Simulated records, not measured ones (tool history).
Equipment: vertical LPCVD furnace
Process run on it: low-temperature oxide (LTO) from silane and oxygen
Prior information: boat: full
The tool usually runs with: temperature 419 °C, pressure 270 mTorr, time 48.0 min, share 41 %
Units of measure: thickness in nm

run    hour  temperature  pressure  time  share  wafers since the last listed run  hours since the last temperature calibration  hours since the pressure gauge was zeroed  hours since the silane flow controller was replaced  hours since the gauge calibration  read-back reference wafer on the same gauge, thickness  thickness
  1     0.0          419       270  48.0     41                                 0                                        1698.7                                     2059.5                                               4967.8                              811.3                                                  568.32     630.60
  2    45.7          419       270  48.0     41                               385                                        1744.4                                     2105.2                                               5013.5                              857.0                                                  568.44     632.99
  3   116.8          419       270  48.0     41                               600                                        1815.5                                     2176.3                                               5084.6                              928.1                                                  568.65     631.60
  4   193.9          415       270  48.0     41                               650                                        1892.6                                     2253.4                                               5161.7                             1005.2                                                  567.51     607.24
  5   278.2          410       270  48.0     39                               711                                        1976.9                                     2337.7                                               5246.0                             1089.5                                                  568.37     548.37
  6   339.8          410       270  48.0     39                               520                                        2038.5                                     2399.3                                               5307.6                             1151.1                                                  568.85     545.56
  7   439.5          410       270  48.0     39                               841                                        2138.2                                     2499.0                                               5407.3                             1250.8                                                  568.56     547.30
  8   527.6          419       270  48.0     41                               743                                        2226.3                                     2587.1                                               5495.4                             1338.9                                                  568.57     637.59
      849.5  -- thermocouples replaced and temperature profile calibrated
  9   850.0          419       270  48.0     41                              2519                                           0.5                                     2909.5                                               5817.8                             1661.3                                                  567.37     608.50
 10   877.3          419       270  48.0     41                               230                                          27.8                                     2936.8                                               5845.1                             1688.6                                                  568.15     615.00
 11   917.7          419       270  48.0     41                               341                                          68.2                                     2977.2                                               5885.5                             1729.0                                                  567.51     613.03
     1117.1  -- gauge calibrated
     1138.1  -- silane flow controller replaced
 12  1138.6          426       270  43.0     41                              1662                                         289.1                                     3198.1                                                  0.5                               21.5                                                  567.70     586.39
 13  1214.0          430       245  48.0     41                               636                                         364.5                                     3273.5                                                 75.9                               96.9                                                  566.70     613.62
     1271.2  -- pressure gauge zeroed
 14  1271.7          419       315  33.5     41                               284                                         422.2                                        0.5                                                133.6                              154.6                                                  568.16     518.42
 15  1336.8          410       325  61.5     45                               549                                         487.3                                       65.6                                                198.7                              219.7                                                  567.75     985.08
 16  1429.8          419       270  48.0     41                               785                                         580.3                                      158.6                                                291.7                              312.7                                                  567.81     633.37
 17  1523.3          419       250  48.0     44                               789                                         673.8                                      252.1                                                385.2                              406.2                                                  567.92     631.62
 18  1579.7          431       270  48.0     43                               476                                         730.2                                      308.5                                                441.6                              462.6                                                  567.82     749.30
 19  1633.0          419       270  48.0     41                               449                                         783.5                                      361.8                                                494.9                              515.9                                                  567.46     631.29
 20  1681.4          419       270  48.0     41                               408                                         831.9                                      410.2                                                543.3                              564.3                                                  568.86     630.85
 21  1775.9          419       270  48.0     46                               797                                         926.4                                      504.7                                                637.8                              658.8                                                  567.65     714.11
 22  1835.2          419       270  48.0     41                               500                                         985.7                                      564.0                                                697.1                              718.1                                                  567.70     628.60
 23  1882.8          426       270  37.0     44                               401                                        1033.3                                      611.6                                                744.7                              765.7                                                  568.91     559.34

Branching from run 23: 5 alternative next runs. What would each branch give?
  A  1887.3          419       270  48.0     45                                37                                        1037.8                                      616.1                                                749.2                              770.2                                                       ?          ?
  B  1887.3          419       225  48.0     41                                37                                        1037.8                                      616.1                                                749.2                              770.2                                                       ?          ?
  C  1887.3          419       270  48.0     44                                37                                        1037.8                                      616.1                                                749.2                              770.2                                                       ?          ?
  D  1887.3          419       270  42.0     47                                37                                        1037.8                                      616.1                                                749.2                              770.2                                                       ?          ?
  E  1887.3          429       290  39.0     35                                37                                        1037.8                                      616.1                                                749.2                              770.2                                                       ?          ?

run  read-back reference wafer on the same gauge, thickness  thickness
  A                                                  568.55     693.60
  B                                                  568.55     524.51
  C                                                  568.55     678.68
  D                                                  568.55     631.43
  E                                                  568.55     506.42
Stripped of hidden state, with their random variation kept, the same runs would have yielded:
run  thickness
  A     694.16
  B     525.78
  C     679.17
  D     632.02
  E     506.30
